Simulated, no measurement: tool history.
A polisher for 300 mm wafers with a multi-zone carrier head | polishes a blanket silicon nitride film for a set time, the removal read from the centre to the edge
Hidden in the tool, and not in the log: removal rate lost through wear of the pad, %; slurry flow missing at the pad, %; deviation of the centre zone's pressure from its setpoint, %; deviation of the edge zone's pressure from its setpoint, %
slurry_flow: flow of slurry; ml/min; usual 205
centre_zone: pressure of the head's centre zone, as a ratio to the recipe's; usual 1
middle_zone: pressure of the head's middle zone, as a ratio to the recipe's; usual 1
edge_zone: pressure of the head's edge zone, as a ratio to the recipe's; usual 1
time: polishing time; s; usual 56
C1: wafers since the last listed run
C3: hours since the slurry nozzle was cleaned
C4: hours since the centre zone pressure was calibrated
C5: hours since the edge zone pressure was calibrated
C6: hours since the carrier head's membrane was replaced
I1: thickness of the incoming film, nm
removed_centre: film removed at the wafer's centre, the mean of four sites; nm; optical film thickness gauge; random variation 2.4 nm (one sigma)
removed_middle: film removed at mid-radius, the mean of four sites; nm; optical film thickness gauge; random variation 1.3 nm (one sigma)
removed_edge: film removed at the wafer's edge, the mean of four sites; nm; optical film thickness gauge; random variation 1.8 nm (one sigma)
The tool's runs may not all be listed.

run 1 hour=0 | slurry_flow=205 centre_zone=1 middle_zone=1.06 edge_zone=1 time=56 | C1=0 wafers_polished_on_this_pad=284 C3=583 C4=31 C5=921.7 C6=726.1 | I1=655.2 | removed_centre=166 removed_middle=173.4 removed_edge=167.2
run 2 hour=7.8 | slurry_flow=205 centre_zone=1 middle_zone=1.06 edge_zone=1 time=56 | C1=70 wafers_polished_on_this_pad=354 C3=590.8 C4=38.8 C5=929.5 C6=733.9 | I1=648.4 | removed_centre=160 removed_middle=172.8 removed_edge=166.7
run 3 hour=19.1 | slurry_flow=205 centre_zone=1 middle_zone=1.06 edge_zone=1 time=56 | C1=102 wafers_polished_on_this_pad=457 C3=602.1 C4=50.1 C5=940.8 C6=745.2 | I1=657.4 | removed_centre=160.1 removed_middle=173.5 removed_edge=165.8
run 4 hour=36.5 | slurry_flow=205 centre_zone=1 middle_zone=1 edge_zone=1 time=56 | C1=157 wafers_polished_on_this_pad=614 C3=619.5 C4=67.5 C5=958.2 C6=762.6 | I1=644.2 | removed_centre=157.6 removed_middle=163.6 removed_edge=170.4
run 5 hour=47 | slurry_flow=205 centre_zone=1 middle_zone=1 edge_zone=1 time=56 | C1=95 wafers_polished_on_this_pad=709 C3=630 C4=78 C5=968.7 C6=773.1 | I1=661.6 | removed_centre=158.1 removed_middle=164.6 removed_edge=167.6
run 6 hour=57.2 | slurry_flow=270 centre_zone=1.05 middle_zone=1 edge_zone=1.05 time=66 | C1=92 wafers_polished_on_this_pad=801 C3=640.2 C4=88.2 C5=978.9 C6=783.3 | I1=647.4 | removed_centre=203.7 removed_middle=201.8 removed_edge=203.9
-- hour=84 worn pad replaced by a new one
run 7 hour=102 | slurry_flow=205 centre_zone=1.03 middle_zone=1 edge_zone=0.94 time=62 | C1=369 wafers_polished_on_this_pad=162 C3=685 C4=133 C5=1023.7 C6=828.1 | I1=645.5 | removed_centre=183.3 removed_middle=179.7 removed_edge=181.5
run 8 hour=118.2 | slurry_flow=205 centre_zone=1 middle_zone=1 edge_zone=1 time=56 | C1=146 wafers_polished_on_this_pad=309 C3=701.2 C4=149.2 C5=1039.9 C6=844.3 | I1=651.2 | removed_centre=159.2 removed_middle=162.8 removed_edge=168.1
run 9 hour=163 | slurry_flow=205 centre_zone=0.96 middle_zone=0.94 edge_zone=0.9 time=73 | C1=405 wafers_polished_on_this_pad=714 C3=746 C4=194 C5=1084.7 C6=889.1 | I1=648.6 | removed_centre=192.1 removed_middle=201.8 removed_edge=207.1
-- hour=177.7 edge zone pressure recalibrated
-- hour=181.4 carrier head's membrane replaced by a new one
run 10 hour=181.9 | slurry_flow=205 centre_zone=1 middle_zone=0.9 edge_zone=1 time=56 | C1=119 wafers_polished_on_this_pad=834 C3=764.9 C4=212.9 C5=4.2 C6=0.5 | I1=660.5 | removed_centre=158.1 removed_middle=147.9 removed_edge=167.2
-- hour=229.8 worn pad replaced by a new one
run 11 hour=230.3 | slurry_flow=155 centre_zone=1 middle_zone=1 edge_zone=0.96 time=56 | C1=401 wafers_polished_on_this_pad=4 C3=813.3 C4=261.3 C5=52.6 C6=48.9 | I1=650.3 | removed_centre=142.7 removed_middle=151.8 removed_edge=157.8
run 12 hour=235.4 | slurry_flow=205 centre_zone=1 middle_zone=1 edge_zone=1 time=56 | C1=46 wafers_polished_on_this_pad=51 C3=818.4 C4=266.4 C5=57.7 C6=54 | I1=656.9 | removed_centre=151.4 removed_middle=160.6 removed_edge=163.4
-- hour=241.5 slurry nozzle cleaned
run 13 hour=251.7 | slurry_flow=205 centre_zone=0.94 middle_zone=0.96 edge_zone=0.93 time=56 | C1=138 wafers_polished_on_this_pad=189 C3=10.2 C4=282.7 C5=74 C6=70.3 | I1=647.5 | removed_centre=160.5 removed_middle=168.4 removed_edge=168
run 14 hour=268.3 | slurry_flow=205 centre_zone=1 middle_zone=1 edge_zone=1 time=56 | C1=150 wafers_polished_on_this_pad=339 C3=26.8 C4=299.3 C5=90.6 C6=86.9 | I1=651 | removed_centre=169.2 removed_middle=174.7 removed_edge=171.2
run 15 hour=276.8 | slurry_flow=205 centre_zone=0.91 middle_zone=1 edge_zone=1 time=56 | C1=76 wafers_polished_on_this_pad=416 C3=35.3 C4=307.8 C5=99.1 C6=95.4 | I1=648.8 | removed_centre=157 removed_middle=174.2 removed_edge=171.4
run 16 hour=289.9 | slurry_flow=205 centre_zone=1.08 middle_zone=1.11 edge_zone=1 time=56 | C1=118 wafers_polished_on_this_pad=535 C3=48.4 C4=320.9 C5=112.2 C6=108.5 | I1=653.4 | removed_centre=178.1 removed_middle=189.3 removed_edge=175.6
run 17 hour=300 | slurry_flow=205 centre_zone=1 middle_zone=1 edge_zone=1 time=56 | C1=91 wafers_polished_on_this_pad=626 C3=58.5 C4=331 C5=122.3 C6=118.6 | I1=650.6 | removed_centre=171.2 removed_middle=174.4 removed_edge=172.9
run 18 hour=310 | slurry_flow=270 centre_zone=1 middle_zone=1 edge_zone=0.92 time=38 | C1=90 wafers_polished_on_this_pad=717 C3=68.5 C4=341 C5=132.3 C6=128.6 | I1=663 | removed_centre=117.6 removed_middle=121.5 removed_edge=118.5
-- hour=318.3 centre zone pressure recalibrated
run 19 hour=325.9 | slurry_flow=225 centre_zone=1 middle_zone=0.88 edge_zone=0.95 time=56 | C1=125 wafers_polished_on_this_pad=842 C3=84.4 C4=7.6 C5=148.2 C6=144.5 | I1=659.8 | removed_centre=168.4 removed_middle=157.6 removed_edge=170.8
run 20 hour=335.4 | slurry_flow=205 centre_zone=1.07 middle_zone=1 edge_zone=1.1 time=56 | C1=85 wafers_polished_on_this_pad=928 C3=93.9 C4=17.1 C5=157.7 C6=154 | I1=658 | removed_centre=181.4 removed_middle=176.9 removed_edge=181.4
-- hour=344.9 worn pad replaced by a new one
run 21 hour=345.4 | slurry_flow=205 centre_zone=1 middle_zone=1 edge_zone=1 time=45 | C1=54 wafers_polished_on_this_pad=4 C3=103.9 C4=27.1 C5=167.7 C6=164 | I1=644.6 | removed_centre=135.2 removed_middle=139 removed_edge=140.1
run 22 hour=354.2 | slurry_flow=205 centre_zone=1.04 middle_zone=1.05 edge_zone=1 time=48 | C1=79 wafers_polished_on_this_pad=84 C3=112.7 C4=35.9 C5=176.5 C6=172.8 | I1=650.3 | removed_centre=151.3 removed_middle=153.6 removed_edge=149.5
run 23 hour=360.3 | slurry_flow=205 centre_zone=1 middle_zone=1.07 edge_zone=1 time=40 | C1=55 wafers_polished_on_this_pad=139 C3=118.8 C4=42 C5=182.6 C6=178.9 | I1=639.6 | removed_centre=121.6 removed_middle=129.8 removed_edge=121.7

Forecast each of these 3 alternatives for the next run:
run A hour=360.7 | slurry_flow=205 centre_zone=0.94 middle_zone=1 edge_zone=1 time=56 | C1=3 wafers_polished_on_this_pad=142 C3=119.2 C4=42.4 C5=183 C6=179.3 | I1=650.6 | removed_centre=? removed_middle=? removed_edge=?
run B hour=360.7 | slurry_flow=230 centre_zone=0.92 middle_zone=1 edge_zone=0.91 time=62 | C1=3 wafers_polished_on_this_pad=142 C3=119.2 C4=42.4 C5=183 C6=179.3 | I1=650.6 | removed_centre=? removed_middle=? removed_edge=?
run C hour=360.7 | slurry_flow=175 centre_zone=0.95 middle_zone=1.04 edge_zone=1 time=50 | C1=3 wafers_polished_on_this_pad=142 C3=119.2 C4=42.4 C5=183 C6=179.3 | I1=650.6 | removed_centre=? removed_middle=? removed_edge=?

run=A removed_centre=160.9 removed_middle=175.2 removed_edge=171.6
run=B removed_centre=177.4 removed_middle=196.4 removed_edge=186
run=C removed_centre=142 removed_middle=158.8 removed_edge=151.1
Without the tool's hidden state the same runs would have given:
run=A removed_centre=162.9 removed_middle=177.2 removed_edge=173
run=B removed_centre=179.5 removed_middle=198.5 removed_edge=187.4
run=C removed_centre=144 removed_middle=160.8 removed_edge=152.5
